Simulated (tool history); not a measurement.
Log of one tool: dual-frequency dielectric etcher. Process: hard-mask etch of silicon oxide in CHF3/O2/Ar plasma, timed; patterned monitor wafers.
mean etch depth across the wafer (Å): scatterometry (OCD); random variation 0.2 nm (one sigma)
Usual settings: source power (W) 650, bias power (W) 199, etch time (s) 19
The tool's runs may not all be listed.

run,hour,source power (W),bias power (W),etch time (s),wafers since the last listed run,hours since the last wet clean,hours since the last source power generator calibration,hours since the last bias power generator calibration,hours since the last upper electrode change,hours since the gauge calibration,"read-back reference wafer on the same gauge, depth_nm",mean etch depth across the wafer (Å)
1,0,650,199,22,0,0.5,5061.6,3656.2,3650.2,469.7,33.11,467.9
2,74.1,750,199,19,684,74.6,5135.7,3730.3,3724.3,543.8,33.15,434.7
3,91.9,650,199,19,164,92.4,5153.5,3748.1,3742.1,561.6,33.06,406.5
4,113.7,650,199,19,201,114.2,5175.3,3769.9,3763.9,583.4,33.12,404.6
5,132.8,650,199,19,176,133.3,5194.4,3789,3783,602.5,33.1,406.9
6,164.7,650,199,19,294,165.2,5226.3,3820.9,3814.9,634.4,33.13,407.6
7,176.8,570,167,23.5,111,177.3,5238.4,3833,3827,646.5,33.1,431.6
# hour 195.9: source power generator calibrated
8,212.7,650,199,19,294,213.2,16.8,3868.9,3862.9,682.4,33.12,407.2
# hour 223.8: bias power generator calibrated
# hour 247.3: upper electrode replaced
9,247.8,650,199,23.5,70,248.3,51.9,24,0.5,717.5,33.12,503.4
# hour 255: gauge calibrated
10,255.8,650,199,19,73,256.3,59.9,32,8.5,0.8,33.08,405.6
11,268.2,650,236,19,114,268.7,72.3,44.4,20.9,13.2,33.13,440.3
12,325.6,490,164,16,530,326.1,129.7,101.8,78.3,70.6,33.02,265.9
13,360.7,730,199,19,324,361.2,164.8,136.9,113.4,105.7,33.18,429.7
14,395.7,650,177,19,323,396.2,199.8,171.9,148.4,140.7,33.07,385.8
15,408.4,720,171,19,117,408.9,212.5,184.6,161.1,153.4,33.09,399.8
16,436,780,199,17.5,255,436.5,240.1,212.2,188.7,181,33.15,413.4
# hour 489.8: wet clean of the chamber
17,490.3,650,235,14,280,0.5,294.4,266.5,243,235.3,33.09,318.1
18,499.7,510,199,21.5,86,9.9,303.8,275.9,252.4,244.7,33.09,400.6
19,531.3,800,199,19,292,41.5,335.4,307.5,284,276.3,33.08,457
20,555.9,700,236,19,227,66.1,360,332.1,308.6,300.9,33.16,457.5
21,569.5,650,221,19,125,79.7,373.6,345.7,322.2,314.5,33.13,426.8
22,602.9,580,183,19,308,113.1,407,379.1,355.6,347.9,33.11,367.4
23,618.5,650,199,16.5,144,128.7,422.6,394.7,371.2,363.5,33.14,353.1
24,635.6,650,199,19,158,145.8,439.7,411.8,388.3,380.6,33.09,406.9
25,657.4,500,162,21,201,167.6,461.5,433.6,410.1,402.4,33.02,354.2
26,671.8,550,247,19,133,182,475.9,448,424.5,416.8,33.09,403
27,704.6,650,199,19,303,214.8,508.7,480.8,457.3,449.6,33.16,406.8
28,732.1,650,199,19,254,242.3,536.2,508.3,484.8,477.1,33.16,405.6
29,753.1,610,199,19,194,263.3,557.2,529.3,505.8,498.1,33.16,391.9

5 ways to go on from here, each from the tool as it stands after run 29. What would each give?
A,753.5,650,199,19,3,263.7,557.6,529.7,506.2,498.5,?,?
B,753.5,760,227,16.5,3,263.7,557.6,529.7,506.2,498.5,?,?
C,753.5,510,156,15.5,3,263.7,557.6,529.7,506.2,498.5,?,?
D,753.5,650,149,19,3,263.7,557.6,529.7,506.2,498.5,?,?
E,753.5,710,151,13.5,3,263.7,557.6,529.7,506.2,498.5,?,?

run,"read-back reference wafer on the same gauge, depth_nm",mean etch depth across the wafer (Å)
A,33.12,404.8
B,33.12,404
C,33.12,257.4
D,33.12,357
E,33.12,267.8
Without the tool's hidden state the same runs would have given:
run,mean etch depth across the wafer (Å)
A,404.8
B,404
C,257.4
D,357
E,267.8
